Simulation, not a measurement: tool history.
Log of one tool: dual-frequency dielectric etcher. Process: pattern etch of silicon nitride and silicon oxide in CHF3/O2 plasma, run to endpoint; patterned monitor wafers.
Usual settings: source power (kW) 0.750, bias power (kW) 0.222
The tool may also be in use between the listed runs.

run   hour  source power (kW)  bias power (kW)  incoming incoming film thickness, nm  endpoint time (s)
  1    0.0              0.750            0.222                                 230.2              129.0
  2   30.7              0.750            0.222                                 233.4              129.2
  3   44.2              0.750            0.222                                 231.9              131.8
  4  127.4              0.750            0.222                                 234.8              129.3
  5  154.3              0.750            0.222                                 232.6              129.8
  6  185.1              0.750            0.222                                 233.6              131.3
  7  211.8              0.750            0.222                                 232.1              127.6
  8  230.3              0.750            0.222                                 237.7              131.2
  9  262.3              0.750            0.222                                 233.5              127.0
 10  278.2              0.750            0.181                                 232.4              138.2
 11  296.2              0.610            0.190                                 235.2              153.2
 12  310.3              0.750            0.261                                 233.9              120.0
 13  322.5              0.670            0.222                                 233.8              132.4
     348.2  -- wet clean of the chamber
 14  348.7              0.670            0.222                                 234.4              140.0
 15  355.0              0.670            0.222                                 230.7              137.5
     374.7  -- bias power generator calibrated
 16  382.4              0.750            0.222                                 234.8              132.0
 17  412.1              0.640            0.202                                 233.6              147.8
 18  430.5              0.750            0.242                                 234.6              126.6
 19  463.0              0.750            0.222                                 233.4              130.8
 20  489.4              0.640            0.267                                 233.8              131.5
 21  501.4              0.750            0.222                                 233.7              128.7
     531.2  -- source power generator calibrated
     533.8  -- upper electrode replaced
 22  534.3              0.600            0.250                                 231.5              135.1
 23  554.5              0.870            0.241                                 234.6              114.7
 24  587.4              0.830            0.222                                 233.6              123.4
 25  619.8              0.750            0.189                                 235.5              139.1
 26  653.2              0.750            0.222                                 234.9              127.5
 27  668.7              0.610            0.270                                 232.7              129.5
     706.0  -- wet clean of the chamber
 28  706.5              0.680            0.276                                 232.5              123.6
 29  709.1              0.750            0.194                                 232.7              138.2
 30  737.5              0.570            0.270                                 234.8              139.5
 31  772.2              0.660            0.170                                 233.6              154.9
 32  786.7              0.850            0.178                                 234.6              135.8
 33  804.2              0.750            0.222                                 231.4              128.4

Forecast each of these 5 alternatives for the next run:
  A  804.7              0.750            0.254                                 233.8                  ?
  B  804.7              0.750            0.269                                 233.8                  ?
  C  804.7              0.750            0.204                                 233.8                  ?
  D  804.7              0.910            0.171                                 233.8                  ?
  E  804.7              0.750            0.186                                 233.8                  ?

run  endpoint time (s)
  A              124.8
  B              121.8
  C              136.9
  D              134.1
  E              142.4
Without the tool's hidden state the same runs would have given:
run  endpoint time (s)
  A              127.3
  B              124.3
  C              139.7
  D              136.8
  E              145.3

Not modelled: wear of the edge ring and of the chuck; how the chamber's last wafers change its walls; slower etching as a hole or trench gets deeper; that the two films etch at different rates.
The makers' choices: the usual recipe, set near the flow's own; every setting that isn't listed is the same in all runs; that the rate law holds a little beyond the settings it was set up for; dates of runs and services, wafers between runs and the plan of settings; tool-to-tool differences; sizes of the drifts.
